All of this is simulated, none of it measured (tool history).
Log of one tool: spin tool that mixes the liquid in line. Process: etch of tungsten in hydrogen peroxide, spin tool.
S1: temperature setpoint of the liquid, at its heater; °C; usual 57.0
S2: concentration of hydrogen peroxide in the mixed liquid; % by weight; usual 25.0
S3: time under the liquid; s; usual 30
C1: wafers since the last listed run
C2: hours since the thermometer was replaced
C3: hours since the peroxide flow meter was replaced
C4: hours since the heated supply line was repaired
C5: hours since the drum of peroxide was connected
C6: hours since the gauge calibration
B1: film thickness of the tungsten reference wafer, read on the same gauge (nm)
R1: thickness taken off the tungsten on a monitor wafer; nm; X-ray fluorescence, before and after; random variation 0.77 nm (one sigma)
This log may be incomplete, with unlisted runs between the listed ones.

{"run": 1, "hour": 0.0, "S1": 57.0, "S2": 25.0, "S3": 30, "C1": 0, "C2": 1168.7, "C3": 1521.5, "C4": 3854.8, "C5": 974.8, "C6": 502.4, "B1": 80.02, "R1": 124.76}
{"run": 2, "hour": 7.5, "S1": 57.0, "S2": 25.0, "S3": 30, "C1": 122, "C2": 1176.2, "C3": 1529.0, "C4": 3862.3, "C5": 982.3, "C6": 509.9, "B1": 80.03, "R1": 124.47}
{"run": 3, "hour": 17.7, "S1": 57.0, "S2": 30.0, "S3": 30, "C1": 166, "C2": 1186.4, "C3": 1539.2, "C4": 3872.5, "C5": 992.5, "C6": 520.1, "B1": 79.99, "R1": 135.55}
{"run": 4, "hour": 35.9, "S1": 57.0, "S2": 30.0, "S3": 30, "C1": 296, "C2": 1204.6, "C3": 1557.4, "C4": 3890.7, "C5": 1010.7, "C6": 538.3, "B1": 80.01, "R1": 135.17}
{"run": 5, "hour": 49.0, "S1": 57.0, "S2": 30.0, "S3": 30, "C1": 213, "C2": 1217.7, "C3": 1570.5, "C4": 3903.8, "C5": 1023.8, "C6": 551.4, "B1": 80.01, "R1": 135.18}
{"hour": 60.8, "done": "gauge calibrated"}
{"run": 6, "hour": 65.1, "S1": 57.0, "S2": 28.5, "S3": 30, "C1": 262, "C2": 1233.8, "C3": 1586.6, "C4": 3919.9, "C5": 1039.9, "C6": 4.3, "B1": 80.02, "R1": 131.8}
{"hour": 67.6, "done": "peroxide flow meter replaced"}
{"run": 7, "hour": 72.7, "S1": 64.0, "S2": 22.5, "S3": 30, "C1": 107, "C2": 1241.4, "C3": 5.1, "C4": 3927.5, "C5": 1047.5, "C6": 11.9, "B1": 80.01, "R1": 178.07}
{"hour": 82.2, "done": "new drum of peroxide connected"}
{"run": 8, "hour": 82.7, "S1": 53.5, "S2": 28.0, "S3": 15, "C1": 146, "C2": 1251.4, "C3": 15.1, "C4": 3937.5, "C5": 0.5, "C6": 21.9, "B1": 80.0, "R1": 52.92}
{"run": 9, "hour": 98.1, "S1": 57.0, "S2": 25.0, "S3": 30, "C1": 250, "C2": 1266.8, "C3": 30.5, "C4": 3952.9, "C5": 15.9, "C6": 37.3, "B1": 80.0, "R1": 124.07}
{"run": 10, "hour": 104.3, "S1": 47.5, "S2": 29.0, "S3": 15, "C1": 100, "C2": 1273.0, "C3": 36.7, "C4": 3959.1, "C5": 22.1, "C6": 43.5, "B1": 80.0, "R1": 37.25}
{"run": 11, "hour": 116.8, "S1": 49.0, "S2": 20.5, "S3": 30, "C1": 203, "C2": 1285.5, "C3": 49.2, "C4": 3971.6, "C5": 34.6, "C6": 56.0, "B1": 80.01, "R1": 69.1}
{"hour": 125.5, "done": "thermometer replaced"}
{"run": 12, "hour": 133.4, "S1": 65.5, "S2": 21.0, "S3": 40, "C1": 254, "C2": 7.9, "C3": 65.8, "C4": 3988.2, "C5": 51.2, "C6": 72.6, "B1": 80.01, "R1": 247.93}
{"run": 13, "hour": 141.1, "S1": 51.0, "S2": 30.0, "S3": 35, "C1": 125, "C2": 15.6, "C3": 73.5, "C4": 3995.9, "C5": 58.9, "C6": 80.3, "B1": 79.98, "R1": 108.39}
{"run": 14, "hour": 155.3, "S1": 57.0, "S2": 25.0, "S3": 30, "C1": 231, "C2": 29.8, "C3": 87.7, "C4": 4010.1, "C5": 73.1, "C6": 94.5, "B1": 79.98, "R1": 123.23}
{"run": 15, "hour": 171.8, "S1": 65.5, "S2": 28.0, "S3": 30, "C1": 268, "C2": 46.3, "C3": 104.2, "C4": 4026.6, "C5": 89.6, "C6": 111.0, "B1": 80.01, "R1": 212.27}
{"hour": 180.9, "done": "heated supply line repaired"}
{"run": 16, "hour": 182.0, "S1": 57.0, "S2": 25.0, "S3": 30, "C1": 149, "C2": 56.5, "C3": 114.4, "C4": 1.1, "C5": 99.8, "C6": 121.2, "B1": 80.02, "R1": 146.31}
{"run": 17, "hour": 198.1, "S1": 57.0, "S2": 25.0, "S3": 30, "C1": 262, "C2": 72.6, "C3": 130.5, "C4": 17.2, "C5": 115.9, "C6": 137.3, "B1": 80.01, "R1": 145.72}
{"run": 18, "hour": 211.8, "S1": 47.0, "S2": 30.0, "S3": 50, "C1": 223, "C2": 86.3, "C3": 144.2, "C4": 30.9, "C5": 129.6, "C6": 151.0, "B1": 80.02, "R1": 146.94}
{"run": 19, "hour": 226.6, "S1": 62.5, "S2": 30.0, "S3": 15, "C1": 240, "C2": 101.1, "C3": 159.0, "C4": 45.7, "C5": 144.4, "C6": 165.8, "B1": 79.98, "R1": 109.32}
{"run": 20, "hour": 233.8, "S1": 64.5, "S2": 28.0, "S3": 40, "C1": 117, "C2": 108.3, "C3": 166.2, "C4": 52.9, "C5": 151.6, "C6": 173.0, "B1": 80.03, "R1": 315.48}
{"run": 21, "hour": 245.7, "S1": 64.0, "S2": 30.0, "S3": 30, "C1": 193, "C2": 120.2, "C3": 178.1, "C4": 64.8, "C5": 163.5, "C6": 184.9, "B1": 80.02, "R1": 238.41}
{"run": 22, "hour": 260.9, "S1": 66.0, "S2": 25.0, "S3": 45, "C1": 247, "C2": 135.4, "C3": 193.3, "C4": 80.0, "C5": 178.7, "C6": 200.1, "B1": 80.0, "R1": 363.66}
{"run": 23, "hour": 273.4, "S1": 50.5, "S2": 28.5, "S3": 40, "C1": 203, "C2": 147.9, "C3": 205.8, "C4": 92.5, "C5": 191.2, "C6": 212.6, "B1": 80.01, "R1": 139.6}
{"run": 24, "hour": 281.9, "S1": 57.0, "S2": 30.0, "S3": 20, "C1": 138, "C2": 156.4, "C3": 214.3, "C4": 101.0, "C5": 199.7, "C6": 221.1, "B1": 79.99, "R1": 105.86}
{"run": 25, "hour": 290.1, "S1": 57.0, "S2": 30.0, "S3": 25, "C1": 133, "C2": 164.6, "C3": 222.5, "C4": 109.2, "C5": 207.9, "C6": 229.3, "B1": 79.98, "R1": 132.82}
{"run": 26, "hour": 297.0, "S1": 57.0, "S2": 30.0, "S3": 40, "C1": 112, "C2": 171.5, "C3": 229.4, "C4": 116.1, "C5": 214.8, "C6": 236.2, "B1": 79.99, "R1": 212.43}
{"run": 27, "hour": 303.1, "S1": 57.0, "S2": 25.0, "S3": 45, "C1": 99, "C2": 177.6, "C3": 235.5, "C4": 122.2, "C5": 220.9, "C6": 242.3, "B1": 80.0, "R1": 216.21}

Forecast each of these 3 alternatives for the next run:
{"run": "A", "hour": 303.5, "S1": 52.0, "S2": 25.0, "S3": 30, "C1": 6, "C2": 178.0, "C3": 235.9, "C4": 122.6, "C5": 221.3, "C6": 242.7, "B1": "?", "R1": "?"}
{"run": "B", "hour": 303.5, "S1": 66.0, "S2": 29.0, "S3": 40, "C1": 6, "C2": 178.0, "C3": 235.9, "C4": 122.6, "C5": 221.3, "C6": 242.7, "B1": "?", "R1": "?"}
{"run": "C", "hour": 303.5, "S1": 50.0, "S2": 22.5, "S3": 30, "C1": 6, "C2": 178.0, "C3": 235.9, "C4": 122.6, "C5": 221.3, "C6": 242.7, "B1": "?", "R1": "?"}

run=A B1=79.99 R1=107.75
run=B B1=79.99 R1=348.38
run=C B1=79.99 R1=90.51
The same runs, with their run-to-run variation unchanged, on a tool lacking any hidden condition would have given:
run=A R1=109.46
run=B R1=353.45
run=C R1=91.96
